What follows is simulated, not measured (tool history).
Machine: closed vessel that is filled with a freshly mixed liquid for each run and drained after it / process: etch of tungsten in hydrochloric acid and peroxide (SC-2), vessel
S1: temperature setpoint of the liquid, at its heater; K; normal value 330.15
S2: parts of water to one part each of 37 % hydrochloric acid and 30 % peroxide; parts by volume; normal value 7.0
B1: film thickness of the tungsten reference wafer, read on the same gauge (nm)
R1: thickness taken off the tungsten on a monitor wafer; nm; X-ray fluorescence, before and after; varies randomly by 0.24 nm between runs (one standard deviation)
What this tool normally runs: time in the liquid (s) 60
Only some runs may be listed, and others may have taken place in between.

Run 1, hour 0.0: usual settings; B1 39.97. Result: R1 28.90 nm.
Run 2, hour 28.6: usual settings; B1 40.03. Result: R1 28.58 nm.
Run 3, hour 43.5: usual settings; B1 40.05. Result: R1 28.45 nm.
Run 4, hour 69.8: usual settings; B1 40.05. Result: R1 28.28 nm.
Run 5, hour 96.6: usual settings; B1 39.99. Result: R1 28.23 nm.
At hour 124.7: gauge calibrated.
Run 6, hour 129.0: usual settings; B1 39.98. Result: R1 28.07 nm.
Run 7, hour 146.6: usual settings; B1 39.99. Result: R1 27.55 nm.
Run 8, hour 161.4: usual settings; B1 40.00. Result: R1 27.56 nm.
Run 9, hour 179.9: usual settings but S2 8.5 parts by volume, time in the liquid (s) 45; B1 39.99. Result: R1 17.78 nm.
At hour 201.1: chemicals flow meter replaced.
Run 10, hour 202.9: usual settings but S1 327.15 K, S2 9.0 parts by volume, time in the liquid (s) 80; B1 39.98. Result: R1 24.42 nm.
At hour 214.5: thermometer replaced.
Run 11, hour 215.9: usual settings but S1 334.15 K, S2 8.5 parts by volume, time in the liquid (s) 50; B1 40.04. Result: R1 28.64 nm.
At hour 245.5: new drum of peroxide connected.
Run 12, hour 251.4: usual settings but S1 321.65 K, S2 4.0 parts by volume; B1 40.02. Result: R1 26.61 nm.
Run 13, hour 266.8: usual settings but S2 5.0 parts by volume, time in the liquid (s) 30; B1 40.03. Result: R1 19.57 nm.

Run 14 is up next; what results do you expect?
Run 14, hour 292.4: usual settings; B1 ?. Result: R1 ?.

B1: 40.00
R1: 30.64 nm
On a tool with no hidden condition, and with the same random variation, this run would have come out at R1 32.67 nm.
